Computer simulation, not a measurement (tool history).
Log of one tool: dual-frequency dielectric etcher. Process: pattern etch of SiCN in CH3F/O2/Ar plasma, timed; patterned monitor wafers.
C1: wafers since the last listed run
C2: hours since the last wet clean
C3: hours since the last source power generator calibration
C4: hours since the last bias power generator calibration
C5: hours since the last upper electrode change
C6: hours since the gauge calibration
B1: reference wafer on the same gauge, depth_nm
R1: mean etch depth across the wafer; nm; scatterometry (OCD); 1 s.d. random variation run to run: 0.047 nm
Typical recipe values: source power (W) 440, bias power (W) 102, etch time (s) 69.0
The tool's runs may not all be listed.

Run 1, hour 0.0: usual settings; C1 0; C2 359.0; C3 1680.3; C4 1954.9; C5 4150.8; C6 284.1; B1 24.91. Result: R1 27.17 nm.
Run 2, hour 65.9: usual settings; C1 955; C2 424.9; C3 1746.2; C4 2020.8; C5 4216.7; C6 350.0; B1 24.90. Result: R1 27.08 nm.
Run 3, hour 98.7: usual settings; C1 475; C2 457.7; C3 1779.0; C4 2053.6; C5 4249.5; C6 382.8; B1 24.89. Result: R1 26.95 nm.
At hour 157.7: wet clean of the chamber.
Run 4, hour 158.2: usual settings; C1 514; C2 0.5; C3 1838.5; C4 2113.1; C5 4309.0; C6 442.3; B1 24.91. Result: R1 27.41 nm.
Run 5, hour 168.8: usual settings; C1 153; C2 11.1; C3 1849.1; C4 2123.7; C5 4319.6; C6 452.9; B1 24.87. Result: R1 27.37 nm.
Run 6, hour 204.7: usual settings; C1 520; C2 47.0; C3 1885.0; C4 2159.6; C5 4355.5; C6 488.8; B1 24.92. Result: R1 27.38 nm.
Run 7, hour 245.2: usual settings but etch time (s) 73.0; C1 587; C2 87.5; C3 1925.5; C4 2200.1; C5 4396.0; C6 529.3; B1 24.93. Result: R1 28.94 nm.
Run 8, hour 293.7: usual settings but etch time (s) 73.0; C1 703; C2 136.0; C3 1974.0; C4 2248.6; C5 4444.5; C6 577.8; B1 24.91. Result: R1 28.87 nm.
Run 9, hour 344.6: usual settings but etch time (s) 57.5; C1 738; C2 186.9; C3 2024.9; C4 2299.5; C5 4495.4; C6 628.7; B1 24.90. Result: R1 22.77 nm.
Run 10, hour 378.1: usual settings; C1 485; C2 220.4; C3 2058.4; C4 2333.0; C5 4528.9; C6 662.2; B1 24.91. Result: R1 27.21 nm.
At hour 402.6: source power generator calibrated.
At hour 439.7: upper electrode replaced.
Run 11, hour 440.2: usual settings; C1 494; C2 282.5; C3 37.6; C4 2395.1; C5 0.5; C6 724.3; B1 24.89. Result: R1 27.39 nm.
Run 12, hour 467.8: usual settings but source power (W) 360, bias power (W) 95; C1 400; C2 310.1; C3 65.2; C4 2422.7; C5 28.1; C6 751.9; B1 24.90. Result: R1 25.26 nm.
Run 13, hour 505.5: usual settings but source power (W) 360, bias power (W) 95; C1 546; C2 347.8; C3 102.9; C4 2460.4; C5 65.8; C6 789.6; B1 24.89. Result: R1 25.19 nm.
Run 14, hour 532.0: usual settings but source power (W) 360, bias power (W) 95; C1 384; C2 374.3; C3 129.4; C4 2486.9; C5 92.3; C6 816.1; B1 24.90. Result: R1 25.13 nm.
Run 15, hour 580.8: usual settings; C1 707; C2 423.1; C3 178.2; C4 2535.7; C5 141.1; C6 864.9; B1 24.92. Result: R1 27.24 nm.
Run 16, hour 614.4: usual settings; C1 487; C2 456.7; C3 211.8; C4 2569.3; C5 174.7; C6 898.5; B1 24.90. Result: R1 27.13 nm.
Run 17, hour 652.8: usual settings but bias power (W) 87, etch time (s) 60.5; C1 556; C2 495.1; C3 250.2; C4 2607.7; C5 213.1; C6 936.9; B1 24.90. Result: R1 22.45 nm.
At hour 727.0: wet clean of the chamber.
Run 18, hour 727.5: usual settings; C1 735; C2 0.5; C3 324.9; C4 2682.4; C5 287.8; C6 1011.6; B1 24.89. Result: R1 27.70 nm.
Run 19, hour 765.5: usual settings but source power (W) 330, etch time (s) 84.5; C1 551; C2 38.5; C3 362.9; C4 2720.4; C5 325.8; C6 1049.6; B1 24.89. Result: R1 31.34 nm.
Run 20, hour 802.1: usual settings but source power (W) 490, bias power (W) 109; C1 530; C2 75.1; C3 399.5; C4 2757.0; C5 362.4; C6 1086.2; B1 24.88. Result: R1 29.20 nm.
Run 21, hour 863.8: usual settings but source power (W) 400, bias power (W) 119, etch time (s) 61.5; C1 894; C2 136.8; C3 461.2; C4 2818.7; C5 424.1; C6 1147.9; B1 24.91. Result: R1 25.35 nm.
Run 22, hour 915.8: usual settings but source power (W) 380, bias power (W) 114, etch time (s) 83.5; C1 754; C2 188.8; C3 513.2; C4 2870.7; C5 476.1; C6 1199.9; B1 24.90. Result: R1 33.17 nm.
Run 23, hour 959.2: usual settings but source power (W) 400, bias power (W) 116, etch time (s) 77.0; C1 629; C2 232.2; C3 556.6; C4 2914.1; C5 519.5; C6 1243.3; B1 24.89. Result: R1 31.15 nm.
At hour 1016.4: gauge calibrated.
At hour 1024.6: bias power generator calibrated.
Run 24, hour 1025.1: usual settings; C1 897; C2 298.1; C3 622.5; C4 0.5; C5 585.4; C6 8.7; B1 24.88. Result: R1 27.31 nm.
Run 25, hour 1070.1: usual settings but bias power (W) 82; C1 652; C2 343.1; C3 667.5; C4 45.5; C5 630.4; C6 53.7; B1 24.88. Result: R1 25.27 nm.
Run 26, hour 1116.6: usual settings but etch time (s) 55.0; C1 674; C2 389.6; C3 714.0; C4 92.0; C5 676.9; C6 100.2; B1 24.89. Result: R1 21.72 nm.
Run 27, hour 1156.1: usual settings but etch time (s) 80.5; C1 572; C2 429.1; C3 753.5; C4 131.5; C5 716.4; C6 139.7; B1 24.89. Result: R1 31.70 nm.
At hour 1203.2: wet clean of the chamber.
Run 28, hour 1225.9: usual settings but bias power (W) 91, etch time (s) 56.0; C1 664; C2 22.7; C3 823.3; C4 201.3; C5 786.2; C6 209.5; B1 24.90. Result: R1 21.58 nm.
Run 29, hour 1282.3: usual settings; C1 817; C2 79.1; C3 879.7; C4 257.7; C5 842.6; C6 265.9; B1 24.90. Result: R1 27.58 nm.
Run 30, hour 1314.5: usual settings but source power (W) 500; C1 467; C2 111.3; C3 911.9; C4 289.9; C5 874.8; C6 298.1; B1 24.89. Result: R1 28.54 nm.

3 ways to go on from here, each from the tool as it stands after run 30. What would each give?
Run A, hour 1314.9: usual settings but etch time (s) 61.5; C1 5; C2 111.7; C3 912.3; C4 290.3; C5 875.2; C6 298.5; B1 ?. Result: R1 ?.
Run B, hour 1314.9: usual settings but source power (W) 510, bias power (W) 80, etch time (s) 76.5; C1 5; C2 111.7; C3 912.3; C4 290.3; C5 875.2; C6 298.5; B1 ?. Result: R1 ?.
Run C, hour 1314.9: usual settings but source power (W) 340, bias power (W) 86, etch time (s) 86.0; C1 5; C2 111.7; C3 912.3; C4 290.3; C5 875.2; C6 298.5; B1 ?. Result: R1 ?.

run     B1     R1
  A  24.91  24.53
  B  24.91  29.28
  C  24.91  30.13
Had the tool no hidden state, the same runs would have come out as:
run     R1
  A  24.87
  B  29.69
  C  30.55
